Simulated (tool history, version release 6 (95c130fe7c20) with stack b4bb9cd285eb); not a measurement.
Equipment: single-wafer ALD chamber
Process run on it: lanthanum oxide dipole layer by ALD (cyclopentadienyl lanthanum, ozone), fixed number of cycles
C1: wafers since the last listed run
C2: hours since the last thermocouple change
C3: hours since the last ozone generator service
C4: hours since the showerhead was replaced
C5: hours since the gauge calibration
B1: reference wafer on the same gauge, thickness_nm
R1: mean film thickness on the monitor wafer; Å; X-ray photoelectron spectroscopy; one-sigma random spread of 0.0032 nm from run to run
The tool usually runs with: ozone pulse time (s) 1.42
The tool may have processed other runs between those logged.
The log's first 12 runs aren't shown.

run 13 day=40.167 | ozone_pulse_time_(s)=1.42 | C1=1937 C2=1733.3 C3=296.0 C4=372.9 C5=152.8 | B1=0.484 | R1=5.47
run 14 day=44.408 | ozone_pulse_time_(s)=1.05 | C1=2895 C2=1835.1 C3=397.8 C4=474.7 C5=254.6 | B1=0.485 | R1=4.86
run 15 day=48.346 | ozone_pulse_time_(s)=1.42 | C1=2688 C2=1929.6 C3=492.3 C4=569.2 C5=349.1 | B1=0.485 | R1=5.45
run 16 day=51.792 | ozone_pulse_time_(s)=1.12 | C1=2352 C2=2012.3 C3=575.0 C4=651.9 C5=431.8 | B1=0.485 | R1=5.02
run 17 day=55.383 | ozone_pulse_time_(s)=1.93 | C1=2452 C2=2098.5 C3=661.2 C4=738.1 C5=518.0 | B1=0.485 | R1=5.76
-- day=58.104 thermocouple changed; heater temperature recalibrated
-- day=64.425 ozone generator serviced
run 18 day=66.979 | ozone_pulse_time_(s)=0.99 | C1=7461 C2=213.0 C3=61.3 C4=1016.4 C5=796.3 | B1=0.485 | R1=4.81
run 19 day=70.612 | ozone_pulse_time_(s)=1.42 | C1=2480 C2=300.2 C3=148.5 C4=1103.6 C5=883.5 | B1=0.486 | R1=5.59
run 20 day=74.554 | ozone_pulse_time_(s)=1.64 | C1=2691 C2=394.8 C3=243.1 C4=1198.2 C5=978.1 | B1=0.485 | R1=5.75
run 21 day=77.242 | ozone_pulse_time_(s)=1.12 | C1=1834 C2=459.3 C3=307.6 C4=1262.7 C5=1042.6 | B1=0.484 | R1=5.05
run 22 day=81.725 | ozone_pulse_time_(s)=1.06 | C1=3060 C2=566.9 C3=415.2 C4=1370.3 C5=1150.2 | B1=0.484 | R1=4.87
run 23 day=85.850 | ozone_pulse_time_(s)=1.81 | C1=2816 C2=665.9 C3=514.2 C4=1469.3 C5=1249.2 | B1=0.486 | R1=5.76
run 24 day=89.417 | ozone_pulse_time_(s)=1.42 | C1=2435 C2=751.5 C3=599.8 C4=1554.9 C5=1334.8 | B1=0.485 | R1=5.47
run 25 day=92.075 | ozone_pulse_time_(s)=1.01 | C1=1814 C2=815.3 C3=663.6 C4=1618.7 C5=1398.6 | B1=0.485 | R1=4.76
run 26 day=95.262 | ozone_pulse_time_(s)=1.13 | C1=2176 C2=891.8 C3=740.1 C4=1695.2 C5=1475.1 | B1=0.485 | R1=5.01
run 27 day=98.012 | ozone_pulse_time_(s)=1.42 | C1=1877 C2=957.8 C3=806.1 C4=1761.2 C5=1541.1 | B1=0.487 | R1=5.46
run 28 day=101.371 | ozone_pulse_time_(s)=1.74 | C1=2292 C2=1038.4 C3=886.7 C4=1841.8 C5=1621.7 | B1=0.484 | R1=5.66
run 29 day=104.754 | ozone_pulse_time_(s)=1.79 | C1=2309 C2=1119.6 C3=967.9 C4=1923.0 C5=1702.9 | B1=0.486 | R1=5.77
run 30 day=107.333 | ozone_pulse_time_(s)=1.71 | C1=1760 C2=1181.5 C3=1029.8 C4=1984.9 C5=1764.8 | B1=0.486 | R1=5.69
-- day=108.996 ozone generator serviced
run 31 day=111.396 | ozone_pulse_time_(s)=1.58 | C1=2545 C2=1279.0 C3=57.6 C4=2082.4 C5=1862.3 | B1=0.484 | R1=5.68
run 32 day=114.108 | ozone_pulse_time_(s)=1.66 | C1=1851 C2=1344.1 C3=122.7 C4=2147.5 C5=1927.4 | B1=0.484 | R1=5.78

Run 33 is up next; what results do you expect?
run 33 day=115.879 | ozone_pulse_time_(s)=1.72 | C1=1208 C2=1386.6 C3=165.2 C4=2190.0 C5=1969.9 | B1=? | R1=?

{"run 33": {"B1": 0.485, "R1": 5.75}}
With no hidden state in the tool, this same run would have given R1 5.80 Å.

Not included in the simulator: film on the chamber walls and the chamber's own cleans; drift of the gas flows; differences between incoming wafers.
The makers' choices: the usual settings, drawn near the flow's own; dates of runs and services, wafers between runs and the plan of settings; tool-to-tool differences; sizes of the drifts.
